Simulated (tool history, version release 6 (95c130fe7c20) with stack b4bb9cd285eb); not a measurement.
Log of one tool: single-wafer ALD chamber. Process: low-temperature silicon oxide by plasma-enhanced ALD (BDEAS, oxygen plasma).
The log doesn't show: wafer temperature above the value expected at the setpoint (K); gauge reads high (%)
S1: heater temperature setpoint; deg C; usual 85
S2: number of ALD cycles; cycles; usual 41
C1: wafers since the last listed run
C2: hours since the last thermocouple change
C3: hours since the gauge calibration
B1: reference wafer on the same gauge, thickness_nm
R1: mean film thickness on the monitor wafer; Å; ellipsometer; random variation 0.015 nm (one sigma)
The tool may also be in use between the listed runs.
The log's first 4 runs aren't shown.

run 5 hour=46 | S1=73 S2=41 | C1=79 C2=2100.7 C3=19.4 | B1=5.39 | R1=63.5
run 6 hour=56.2 | S1=79 S2=41 | C1=50 C2=2110.9 C3=29.6 | B1=5.398 | R1=61.98
run 7 hour=72.3 | S1=79 S2=41 | C1=79 C2=2127 C3=45.7 | B1=5.393 | R1=62.34
run 8 hour=88.6 | S1=85 S2=41 | C1=80 C2=2143.3 C3=62 | B1=5.39 | R1=60.47
run 9 hour=105.5 | S1=85 S2=41 | C1=83 C2=2160.2 C3=78.9 | B1=5.389 | R1=60.87
run 10 hour=125.8 | S1=85 S2=41 | C1=99 C2=2180.5 C3=99.2 | B1=5.39 | R1=60.72
run 11 hour=137.9 | S1=92 S2=41 | C1=59 C2=2192.6 C3=111.3 | B1=5.389 | R1=59.35
run 12 hour=147.1 | S1=92 S2=41 | C1=45 C2=2201.8 C3=120.5 | B1=5.39 | R1=59.32
run 13 hour=157.5 | S1=89 S2=41 | C1=51 C2=2212.2 C3=130.9 | B1=5.39 | R1=59.85
run 14 hour=173.7 | S1=89 S2=41 | C1=79 C2=2228.4 C3=147.1 | B1=5.396 | R1=60
run 15 hour=187.7 | S1=89 S2=41 | C1=68 C2=2242.4 C3=161.1 | B1=5.39 | R1=59.93
run 16 hour=203.1 | S1=93 S2=41 | C1=75 C2=2257.8 C3=176.5 | B1=5.385 | R1=59
run 17 hour=213.1 | S1=93 S2=41 | C1=49 C2=2267.8 C3=186.5 | B1=5.389 | R1=58.92
run 18 hour=219.1 | S1=85 S2=41 | C1=29 C2=2273.8 C3=192.5 | B1=5.392 | R1=60.93
run 19 hour=226.8 | S1=85 S2=41 | C1=37 C2=2281.5 C3=200.2 | B1=5.389 | R1=60.7
run 20 hour=241.3 | S1=90 S2=41 | C1=71 C2=2296 C3=214.7 | B1=5.384 | R1=59.55
-- hour=252.2 thermocouple changed; heater temperature recalibrated
run 21 hour=257.6 | S1=97 S2=36 | C1=40 C2=5.4 C3=231 | B1=5.391 | R1=51
run 22 hour=264 | S1=85 S2=41 | C1=31 C2=11.8 C3=237.4 | B1=5.389 | R1=60.48
run 23 hour=277.1 | S1=73 S2=34 | C1=64 C2=24.9 C3=250.5 | B1=5.393 | R1=52.57

The next listed run, before its measurement:
run 24 hour=288.9 | S1=100 S2=33 | C1=57 C2=36.7 C3=262.3 | B1=? | R1=?

Run 24 gave B1 5.39, R1 46.2 Å.
Without the tool's hidden state the same run would have given R1 46.2 Å.
